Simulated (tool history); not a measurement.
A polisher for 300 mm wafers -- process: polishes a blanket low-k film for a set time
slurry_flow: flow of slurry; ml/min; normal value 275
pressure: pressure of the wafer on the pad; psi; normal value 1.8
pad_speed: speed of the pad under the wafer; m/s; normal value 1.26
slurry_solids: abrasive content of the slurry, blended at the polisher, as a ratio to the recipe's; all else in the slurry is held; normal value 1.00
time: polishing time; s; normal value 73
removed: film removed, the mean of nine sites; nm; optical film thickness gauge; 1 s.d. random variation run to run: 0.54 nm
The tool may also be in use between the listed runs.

run   hour  slurry_flow  pressure  pad_speed  slurry_solids  time  incoming thickness of the incoming film, nm  removed
  1    0.0          275       1.8       1.26           1.00    73                                        748.0     34.6
  2   17.6          275       1.8       1.26           1.00    73                                        738.5     34.9
      23.6  -- slurry nozzle cleaned
  3   24.5          275       1.8       1.26           1.00    73                                        748.9     33.9
  4   32.4          275       1.8       1.26           1.00    73                                        751.4     34.4
      42.2  -- head pressure recalibrated
  5   66.6          275       1.8       1.26           1.00    73                                        737.2     32.0
      79.5  -- slurry blender recalibrated
      83.3  -- worn pad replaced by a new one
  6   83.8          275       2.1       1.26           1.00    73                                        733.2     36.9
  7   93.2          275       1.8       1.26           1.00    73                                        738.8     31.2
  8  106.6          210       1.8       1.26           1.00    95                                        732.0     40.1
     118.4  -- head pressure recalibrated, repeated, since the last time left the tool worse
  9  119.3          325       1.3       1.04           1.00    49                                        734.3     16.1
 10  141.8          335       1.8       1.26           1.00    73                                        735.3     37.4
     153.6  -- conditioning disc replaced and pad reconditioned
 11  155.1          275       1.8       1.26           0.80    73                                        748.6     32.7
     163.4  -- worn pad replaced by a new one
 12  165.3          275       1.8       1.26           1.00    73                                        750.7     36.7
 13  181.9          275       1.8       1.26           0.80    73                                        739.0     32.4
 14  195.5          205       2.2       1.26           1.00    73                                        734.6     44.1
 15  202.2          245       1.8       1.26           1.00    84                                        729.1     42.5
 16  210.9          275       1.8       1.26           0.75    73                                        733.8     32.5
 17  219.9          275       1.8       1.26           1.00    73                                        744.1     37.5
 18  231.2          340       1.8       1.26           1.00    73                                        734.2     37.3
     245.6  -- worn pad replaced by a new one
 19  246.1          275       1.8       1.26           1.00    73                                        728.5     37.5
 20  254.1          235       1.8       1.26           1.00    88                                        745.7     43.9
 21  268.6          315       1.8       1.26           1.00    90                                        744.8     46.6
 22  278.7          275       1.8       1.26           1.00    73                                        738.4     37.5
 23  286.2          275       1.5       1.58           1.00    73                                        725.4     37.9
 24  302.9          275       1.3       1.26           1.00    82                                        730.2     31.7
 25  311.5          275       1.8       1.42           1.00    81                                        738.1     44.9
 26  318.1          370       1.6       1.26           1.00    99                                        741.0     44.9
     328.7  -- worn pad replaced by a new one
 27  329.2          340       1.3       1.26           1.15    97                                        747.7     38.5

Consider 3 possible next runs. They are alternatives, not a sequence: every one starts from the tool as it was left by run 27. What does each give?
  A  329.6          275       1.8       1.26           1.00    73                                        732.5        ?
  B  329.6          275       1.8       1.26           0.70    90                                        732.5        ?
  C  329.6          275       1.8       1.26           0.90    50                                        732.5        ?

run  removed
  A     36.8
  B     37.0
  C     23.9
Stripped of hidden state, with their random variation kept, the same runs would have yielded:
run  removed
  A     36.9
  B     37.1
  C     23.9
